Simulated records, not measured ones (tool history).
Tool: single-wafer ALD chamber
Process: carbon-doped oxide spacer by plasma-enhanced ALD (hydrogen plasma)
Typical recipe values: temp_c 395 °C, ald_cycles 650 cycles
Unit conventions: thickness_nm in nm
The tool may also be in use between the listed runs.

run,hour,temp_c,ald_cycles,wafers since the last listed run,hours since the last thermocouple change,hours since the gauge calibration,"read-back reference wafer on the same gauge, thickness_nm",thickness_nm
1,0.0,395,650,0,1397.8,358.7,38.451,32.315
# hour 9.2: gauge calibrated
2,10.8,395,650,7,1408.6,1.6,37.787,31.733
3,22.8,395,650,8,1420.6,13.6,37.820,31.759
4,36.5,395,650,9,1434.3,27.3,37.885,31.775
5,44.8,395,650,6,1442.6,35.6,37.869,31.804
6,59.2,395,650,10,1457.0,50.0,37.969,31.758
7,71.2,385,705,8,1469.0,62.0,38.012,34.626
8,82.3,385,705,8,1480.1,73.1,38.014,34.625
9,88.5,395,650,4,1486.3,79.3,38.050,31.949
10,102.1,388,650,9,1499.9,92.9,38.071,31.787
11,113.6,388,650,8,1511.4,104.4,38.084,31.951
12,123.1,388,650,6,1520.9,113.9,38.121,31.949
13,140.0,395,685,12,1537.8,130.8,38.161,33.765
14,156.5,395,685,12,1554.3,147.3,38.155,33.650
15,169.1,395,685,9,1566.9,159.9,38.184,33.615
# hour 183.4: thermocouple changed; heater temperature recalibrated
16,183.9,395,650,4,0.5,174.7,38.226,32.083
17,188.1,392,650,3,4.7,178.9,38.222,31.953
18,195.1,382,748,5,11.7,185.9,38.230,36.720
19,209.0,389,536,10,25.6,199.8,38.214,26.425
20,256.6,384,744,34,73.2,247.4,38.273,36.678
21,263.7,395,650,5,80.3,254.5,38.251,32.106
22,281.4,395,650,12,98.0,272.2,38.289,31.912
23,323.2,395,650,30,139.8,314.0,38.321,32.053
24,332.7,395,650,6,149.3,323.5,38.339,32.101
25,349.2,395,716,12,165.8,340.0,38.348,35.370
# hour 353.4: gauge calibrated
26,363.1,395,578,10,179.7,9.7,37.855,28.194
27,380.6,380,542,12,197.2,27.2,37.910,26.433
28,388.6,407,687,5,205.2,35.2,37.935,32.939
29,422.5,395,741,24,239.1,69.1,38.049,36.497
30,437.5,404,650,10,254.1,84.1,38.121,31.581
31,449.7,395,650,8,266.3,96.3,38.136,31.854
32,466.0,395,650,11,282.6,112.6,38.131,31.878
33,484.1,395,650,13,300.7,130.7,38.195,31.917
34,497.5,388,695,9,314.1,144.1,38.228,34.278

Predict each of these 3 candidate next runs independently; none follows another, all start after run 34:
A,498.9,395,650,1,315.5,145.5,?,?
B,498.9,408,720,1,315.5,145.5,?,?
C,498.9,383,650,1,315.5,145.5,?,?

run,"read-back reference wafer on the same gauge, thickness_nm",thickness_nm
A,38.218,32.000
B,38.218,34.761
C,38.218,32.000
Take away the tool's hidden state, keep each run's random variation, and the runs would have read:
run,thickness_nm
A,31.655
B,34.387
C,31.655
